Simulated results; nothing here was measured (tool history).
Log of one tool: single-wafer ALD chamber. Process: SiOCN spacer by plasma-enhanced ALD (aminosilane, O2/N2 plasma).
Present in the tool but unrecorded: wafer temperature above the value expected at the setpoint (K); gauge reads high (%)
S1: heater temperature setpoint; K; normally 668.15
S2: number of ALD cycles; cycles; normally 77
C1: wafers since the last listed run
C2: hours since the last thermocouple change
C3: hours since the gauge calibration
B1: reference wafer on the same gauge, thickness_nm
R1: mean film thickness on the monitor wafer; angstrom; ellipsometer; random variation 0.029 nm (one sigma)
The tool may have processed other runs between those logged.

run 1 hour=0.0 | S1=668.15 S2=77 | C1=0 C2=2665.0 C3=4.0 | B1=5.632 | R1=50.86
run 2 hour=6.7 | S1=668.15 S2=77 | C1=21 C2=2671.7 C3=10.7 | B1=5.622 | R1=50.59
run 3 hour=23.5 | S1=668.15 S2=77 | C1=53 C2=2688.5 C3=27.5 | B1=5.632 | R1=50.59
run 4 hour=30.0 | S1=668.15 S2=77 | C1=20 C2=2695.0 C3=34.0 | B1=5.624 | R1=50.50
run 5 hour=47.5 | S1=668.15 S2=77 | C1=55 C2=2712.5 C3=51.5 | B1=5.640 | R1=50.43
run 6 hour=56.0 | S1=658.15 S2=77 | C1=27 C2=2721.0 C3=60.0 | B1=5.629 | R1=50.63
run 7 hour=72.9 | S1=658.15 S2=77 | C1=54 C2=2737.9 C3=76.9 | B1=5.625 | R1=50.22
run 8 hour=79.5 | S1=658.15 S2=77 | C1=21 C2=2744.5 C3=83.5 | B1=5.629 | R1=50.71
run 9 hour=91.3 | S1=676.15 S2=77 | C1=37 C2=2756.3 C3=95.3 | B1=5.635 | R1=50.18
run 10 hour=101.2 | S1=661.15 S2=89 | C1=31 C2=2766.2 C3=105.2 | B1=5.634 | R1=58.28
-- hour=113.2 gauge calibrated
run 11 hour=113.9 | S1=681.15 S2=91 | C1=40 C2=2778.9 C3=0.7 | B1=5.624 | R1=58.22
run 12 hour=121.7 | S1=668.15 S2=77 | C1=24 C2=2786.7 C3=8.5 | B1=5.633 | R1=50.48
-- hour=131.9 thermocouple changed; heater temperature recalibrated
run 13 hour=136.2 | S1=681.15 S2=85 | C1=20 C2=4.3 C3=23.0 | B1=5.634 | R1=54.37
run 14 hour=144.5 | S1=668.15 S2=77 | C1=26 C2=12.6 C3=31.3 | B1=5.629 | R1=50.41
run 15 hour=157.8 | S1=663.15 S2=87 | C1=42 C2=25.9 C3=44.6 | B1=5.639 | R1=57.22
run 16 hour=175.3 | S1=658.15 S2=73 | C1=55 C2=43.4 C3=62.1 | B1=5.629 | R1=48.35
run 17 hour=184.5 | S1=675.15 S2=77 | C1=29 C2=52.6 C3=71.3 | B1=5.631 | R1=50.32
run 18 hour=191.1 | S1=656.15 S2=86 | C1=21 C2=59.2 C3=77.9 | B1=5.627 | R1=56.21

Exercise: give the hidden state of the tool at every run:
wafer temperature above the value expected at the setpoint (K): 0 on each run
gauge reads high (%): 0 on each run
